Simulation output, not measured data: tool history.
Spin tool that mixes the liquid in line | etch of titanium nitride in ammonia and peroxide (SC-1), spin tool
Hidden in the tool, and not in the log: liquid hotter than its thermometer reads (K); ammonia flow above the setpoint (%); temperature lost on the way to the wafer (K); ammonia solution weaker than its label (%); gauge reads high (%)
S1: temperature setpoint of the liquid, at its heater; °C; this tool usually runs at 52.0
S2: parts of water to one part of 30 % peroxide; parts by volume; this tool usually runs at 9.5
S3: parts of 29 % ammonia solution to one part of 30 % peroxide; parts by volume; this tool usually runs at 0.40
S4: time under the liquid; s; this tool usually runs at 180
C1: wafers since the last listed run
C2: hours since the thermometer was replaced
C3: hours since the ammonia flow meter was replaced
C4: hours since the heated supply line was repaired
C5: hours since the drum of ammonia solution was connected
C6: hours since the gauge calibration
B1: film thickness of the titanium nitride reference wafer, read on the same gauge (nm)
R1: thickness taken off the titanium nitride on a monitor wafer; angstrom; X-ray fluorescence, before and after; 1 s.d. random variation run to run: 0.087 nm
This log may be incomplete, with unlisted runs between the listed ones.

run 1 hour=0.0 | S1=52.0 S2=9.5 S3=0.40 S4=180 | C1=0 C2=3008.1 C3=1057.6 C4=3030.1 C5=507.6 C6=485.1 | B1=81.70 | R1=99.1
run 2 hour=35.0 | S1=52.0 S2=9.5 S3=0.40 S4=180 | C1=307 C2=3043.1 C3=1092.6 C4=3065.1 C5=542.6 C6=520.1 | B1=81.82 | R1=99.6
run 3 hour=91.9 | S1=52.0 S2=9.5 S3=0.40 S4=180 | C1=499 C2=3100.0 C3=1149.5 C4=3122.0 C5=599.5 C6=577.0 | B1=82.03 | R1=100.8
run 4 hour=136.7 | S1=52.0 S2=9.5 S3=0.40 S4=180 | C1=393 C2=3144.8 C3=1194.3 C4=3166.8 C5=644.3 C6=621.8 | B1=82.15 | R1=99.1
run 5 hour=188.7 | S1=52.0 S2=9.5 S3=0.40 S4=180 | C1=456 C2=3196.8 C3=1246.3 C4=3218.8 C5=696.3 C6=673.8 | B1=82.29 | R1=100.2
-- hour=197.3 thermometer replaced
run 6 hour=236.8 | S1=52.0 S2=9.5 S3=0.40 S4=180 | C1=413 C2=39.5 C3=1294.4 C4=3266.9 C5=744.4 C6=721.9 | B1=82.51 | R1=99.1
-- hour=250.9 new drum of ammonia solution connected
run 7 hour=264.0 | S1=52.0 S2=9.5 S3=0.40 S4=180 | C1=229 C2=66.7 C3=1321.6 C4=3294.1 C5=13.1 C6=749.1 | B1=82.58 | R1=100.8
run 8 hour=289.8 | S1=52.0 S2=9.5 S3=0.40 S4=180 | C1=226 C2=92.5 C3=1347.4 C4=3319.9 C5=38.9 C6=774.9 | B1=82.63 | R1=100.7
run 9 hour=332.0 | S1=52.0 S2=9.5 S3=0.55 S4=180 | C1=370 C2=134.7 C3=1389.6 C4=3362.1 C5=81.1 C6=817.1 | B1=82.78 | R1=106.1
run 10 hour=391.0 | S1=52.0 S2=9.5 S3=0.30 S4=180 | C1=517 C2=193.7 C3=1448.6 C4=3421.1 C5=140.1 C6=876.1 | B1=82.95 | R1=94.0
run 11 hour=416.4 | S1=52.0 S2=9.5 S3=0.40 S4=180 | C1=222 C2=219.1 C3=1474.0 C4=3446.5 C5=165.5 C6=901.5 | B1=83.02 | R1=102.7
run 12 hour=474.7 | S1=44.5 S2=13.0 S3=0.20 S4=75 | C1=511 C2=277.4 C3=1532.3 C4=3504.8 C5=223.8 C6=959.8 | B1=83.23 | R1=18.6
run 13 hour=530.0 | S1=49.0 S2=14.0 S3=0.40 S4=265 | C1=485 C2=332.7 C3=1587.6 C4=3560.1 C5=279.1 C6=1015.1 | B1=83.40 | R1=97.6
run 14 hour=569.5 | S1=56.0 S2=9.5 S3=0.25 S4=120 | C1=346 C2=372.2 C3=1627.1 C4=3599.6 C5=318.6 C6=1054.6 | B1=83.54 | R1=80.5
-- hour=577.0 gauge calibrated
-- hour=595.9 heated supply line repaired
run 15 hour=616.2 | S1=52.0 S2=13.5 S3=0.25 S4=180 | C1=400 C2=418.9 C3=1673.8 C4=20.3 C5=365.3 C6=39.2 | B1=79.98 | R1=73.6
-- hour=625.5 ammonia flow meter replaced
run 16 hour=664.1 | S1=58.5 S2=9.5 S3=0.40 S4=180 | C1=411 C2=466.8 C3=38.6 C4=68.2 C5=413.2 C6=87.1 | B1=80.13 | R1=152.1
run 17 hour=700.1 | S1=52.0 S2=9.5 S3=0.40 S4=180 | C1=315 C2=502.8 C3=74.6 C4=104.2 C5=449.2 C6=123.1 | B1=80.26 | R1=98.7
run 18 hour=739.2 | S1=52.0 S2=12.5 S3=0.40 S4=180 | C1=343 C2=541.9 C3=113.7 C4=143.3 C5=488.3 C6=162.2 | B1=80.36 | R1=84.6

What will run 19 give?
run 19 hour=773.4 | S1=52.0 S2=9.5 S3=0.20 S4=180 | C1=300 C2=576.1 C3=147.9 C4=177.5 C5=522.5 C6=196.4 | B1=? | R1=?

Run 19 yielded B1 80.45, R1 86.1 angstrom.
Were there no unlogged condition in the tool, this run, its random variation unchanged, would have produced R1 85.6 angstrom.

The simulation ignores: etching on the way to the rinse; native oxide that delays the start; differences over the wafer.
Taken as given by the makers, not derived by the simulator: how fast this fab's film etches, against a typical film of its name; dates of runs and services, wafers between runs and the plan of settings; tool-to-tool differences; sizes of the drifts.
